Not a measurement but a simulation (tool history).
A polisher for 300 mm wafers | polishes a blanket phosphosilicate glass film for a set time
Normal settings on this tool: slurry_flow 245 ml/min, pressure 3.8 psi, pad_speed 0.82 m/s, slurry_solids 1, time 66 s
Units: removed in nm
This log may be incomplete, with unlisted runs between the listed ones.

run	day	slurry_flow	pressure	pad_speed	slurry_solids	time	wafers since the last listed run	wafers polished on this pad	hours since the slurry nozzle was cleaned	hours since the head pressure was calibrated	hours since the slurry blender was calibrated	hours since the conditioning disc was replaced	incoming thickness of the incoming film, nm	removed
1	0	245	3.8	0.82	1	66	0	194	180.2	677.7	112.2	271	4017.7	606.3
2	0.479	245	3.8	0.82	1	66	125	320	191.7	689.2	123.7	282.5	4038.4	613
3	0.833	245	3.8	0.82	1	66	93	413	200.2	697.7	132.2	291	3922.1	602.3
4	1.096	245	3.8	0.82	1	66	68	482	206.5	704	138.5	297.3	4008.5	610.2
# day 1.308: slurry blender recalibrated
5	1.533	245	3.8	0.82	1	66	93	575	217	714.5	5.4	307.8	4051.3	601.6
6	2.212	245	3.8	0.82	1	66	178	754	233.3	730.8	21.7	324.1	3917.2	605.2
7	2.504	245	3.8	0.82	1	66	76	831	240.3	737.8	28.7	331.1	4020.4	599.1
8	2.804	245	3.8	0.82	1	66	78	909	247.5	745	35.9	338.3	4004.7	596.7
9	3.408	200	4.2	0.82	1	66	158	1068	262	759.5	50.4	352.8	3947.8	642.4
10	4.075	200	4.2	0.82	1	66	175	1243	278	775.5	66.4	368.8	4086	627.3
# day 4.35: worn pad replaced by a new one
11	4.742	200	4.2	0.82	1	66	131	103	294	791.5	82.4	384.8	4028.5	657.1
# day 5.138: head pressure recalibrated
# day 6.038: slurry nozzle cleaned
# day 6.108: slurry blender recalibrated
12	6.129	245	3.8	0.82	1	66	313	417	2.2	23.8	0.5	418.1	3963.2	598.1
13	6.746	245	3.8	0.82	1	87	162	579	17	38.6	15.3	432.9	4008.3	786.3
14	7.075	170	3.3	0.82	0.8	66	86	665	24.9	46.5	23.2	440.8	3938.5	455.6
15	7.754	200	4.2	0.82	1	66	178	844	41.2	62.8	39.5	457.1	4067.5	634.6
16	8.033	245	3.8	1.04	1	66	73	917	47.9	69.5	46.2	463.8	3963	707.7
17	8.754	245	2.7	0.82	1.2	66	189	1106	65.2	86.8	63.5	481.1	4056.3	440.8
# day 9.475: worn pad replaced by a new one
18	9.496	245	3.8	1.04	1.25	53	151	5	83	104.6	81.3	498.9	3994.2	628.4
19	9.812	195	4.3	1.08	1	52	83	89	90.6	112.2	88.9	506.5	3968.6	652.4
20	10.067	245	2.7	0.82	1.2	66	66	155	96.7	118.3	95	512.6	4085	462
# day 10.275: conditioning disc replaced and pad reconditioned
21	11.525	175	3.8	0.82	1.3	66	361	517	131.7	153.3	130	30	4011	628.1
22	11.871	215	3.8	0.82	1	66	90	608	140	161.6	138.3	38.3	3975.5	584.3
# day 12.088: slurry blender recalibrated
23	12.2	245	3.8	0.82	1	66	64	672	147.9	169.5	2.7	46.2	3952.9	584.2
24	12.6	245	3.8	0.82	1.2	66	105	777	157.5	179.1	12.3	55.8	4037.6	626.1
25	12.967	245	3.8	0.82	1.3	82	96	874	166.3	187.9	21.1	64.6	4043.4	794.2

Below, some changes in removed between adjacent runs. For each, the amount present without the hidden state too (settings, incoming material, random variation) and the amount remaining for the hidden state with gauge scatter not shared by both compared results:
Hidden state present: removal rate lost through wear of the pad, %; slurry flow missing at the pad, %; deviation of the head's pressure from its setpoint, %; abrasive missing from the slurry, %; time polished since the conditioner stopped cutting, s.
Run 10 -> 11: worn pad replaced by a new one. removed +29.8 nm: hidden state +30.6, all else -0.8.
Run 13 -> 14: slurry_flow 245 -> 170, pressure 3.8 -> 3.3, slurry_solids 1 -> 0.8, time 87 -> 66. removed -330.7 nm: hidden state +8.8, all else -339.5.
Run 16 -> 17: pressure 3.8 -> 2.7, pad_speed 1.04 -> 0.82, slurry_solids 1 -> 1.2. removed -266.9 nm: hidden state +8.9, all else -275.8.
Run 17 -> 18: pressure 2.7 -> 3.8, pad_speed 0.82 -> 1.04, slurry_solids 1.2 -> 1.25, time 66 -> 53, worn pad replaced by a new one. removed +187.6 nm: hidden state +16.6, all else +171.
